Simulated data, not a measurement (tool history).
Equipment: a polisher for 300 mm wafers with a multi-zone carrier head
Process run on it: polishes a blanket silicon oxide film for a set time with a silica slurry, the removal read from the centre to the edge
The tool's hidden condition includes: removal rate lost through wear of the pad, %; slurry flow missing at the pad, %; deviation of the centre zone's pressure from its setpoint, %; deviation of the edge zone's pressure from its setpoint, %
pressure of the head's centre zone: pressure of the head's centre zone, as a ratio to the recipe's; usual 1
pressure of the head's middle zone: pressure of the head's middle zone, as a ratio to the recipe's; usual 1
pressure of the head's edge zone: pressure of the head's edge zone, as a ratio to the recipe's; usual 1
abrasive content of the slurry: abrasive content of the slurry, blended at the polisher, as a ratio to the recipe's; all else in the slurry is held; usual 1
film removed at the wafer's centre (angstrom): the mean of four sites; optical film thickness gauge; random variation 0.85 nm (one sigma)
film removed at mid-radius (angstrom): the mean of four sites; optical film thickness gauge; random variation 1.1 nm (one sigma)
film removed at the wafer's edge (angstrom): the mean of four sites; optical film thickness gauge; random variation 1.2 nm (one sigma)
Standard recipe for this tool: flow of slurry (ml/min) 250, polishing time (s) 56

| run | hour | flow of slurry (ml/min) | pressure of the head's centre zone | pressure of the head's middle zone | pressure of the head's edge zone | abrasive content of the slurry | polishing time (s) | wafers since the last listed run | wafers polished on this pad | hours since the slurry nozzle was cleaned | hours since the centre zone pressure was calibrated | hours since the edge zone pressure was calibrated | hours since the carrier head's membrane was replaced | incoming thickness of the incoming film, nm | film removed at the wafer's centre (angstrom) | film removed at mid-radius (angstrom) | film removed at the wafer's edge (angstrom) |
|---|---|---|---|---|---|---|---|---|---|---|---|---|---|---|---|---|---|
| 1 | 0 | 250 | 1 | 1 | 0.97 | 1 | 56 | 0 | 13 | 316.2 | 153.8 | 555.2 | 1610 | 1256.7 | 1043 | 1028 | 1040 |
| 2 | 27.9 | 310 | 1 | 1 | 1 | 1 | 56 | 382 | 395 | 344.1 | 181.7 | 583.1 | 1637.9 | 1221.9 | 1057 | 1055 | 1047 |
| 3 | 42.4 | 310 | 1 | 1 | 1 | 1 | 56 | 198 | 594 | 358.6 | 196.2 | 597.6 | 1652.4 | 1222.5 | 1067 | 1040 | 1063 |
| 4 | 64.8 | 310 | 1 | 1 | 1 | 1 | 56 | 307 | 901 | 381 | 218.6 | 620 | 1674.8 | 1259.6 | 1078 | 1027 | 1067 |
| 5 | 89.5 | 250 | 1 | 1 | 1 | 1 | 56 | 338 | 1240 | 405.7 | 243.3 | 644.7 | 1699.5 | 1251.9 | 1073 | 1024 | 1053 |
|  | 107.2 | worn pad replaced by a new one |
| 6 | 125.2 | 250 | 1 | 1 | 1 | 1 | 56 | 434 | 246 | 441.4 | 279 | 680.4 | 1735.2 | 1218.7 | 1065 | 1028 | 1020 |
|  | 144.6 | slurry nozzle cleaned |
| 7 | 151.4 | 250 | 1 | 1 | 1 | 1 | 56 | 345 | 592 | 6.8 | 305.2 | 706.6 | 1761.4 | 1255.5 | 1070 | 1030 | 1056 |
| 8 | 167.5 | 230 | 1 | 1 | 1 | 1 | 52 | 220 | 813 | 22.9 | 321.3 | 722.7 | 1777.5 | 1250.2 | 997 | 942 | 981 |
|  | 206.4 | centre zone pressure recalibrated |
| 9 | 230.7 | 230 | 1 | 1 | 1 | 1 | 52 | 839 | 1652 | 86.1 | 24.3 | 785.9 | 1840.7 | 1249.6 | 937 | 950 | 963 |
|  | 250 | worn pad replaced by a new one |
| 10 | 264.9 | 195 | 1.1 | 1 | 1 | 0.7 | 49 | 414 | 204 | 120.3 | 58.5 | 820.1 | 1874.9 | 1225.8 | 791 | 725 | 744 |

Run 11, settings as shown, results not yet in. Your forecast:
| 11 | 292.7 | 330 | 1 | 1 | 0.9 | 1.1 | 56 | 381 | 585 | 148.1 | 86.3 | 847.9 | 1902.7 | 1246.8 | ? | ? | ? |

film removed at the wafer's centre (angstrom): 1102
film removed at mid-radius (angstrom): 1100
film removed at the wafer's edge (angstrom): 1079
Were there no unlogged condition in the tool, this run, its random variation unchanged, would have produced film removed at the wafer's centre (angstrom) 1093, film removed at mid-radius (angstrom) 1100, film removed at the wafer's edge (angstrom) 1079.

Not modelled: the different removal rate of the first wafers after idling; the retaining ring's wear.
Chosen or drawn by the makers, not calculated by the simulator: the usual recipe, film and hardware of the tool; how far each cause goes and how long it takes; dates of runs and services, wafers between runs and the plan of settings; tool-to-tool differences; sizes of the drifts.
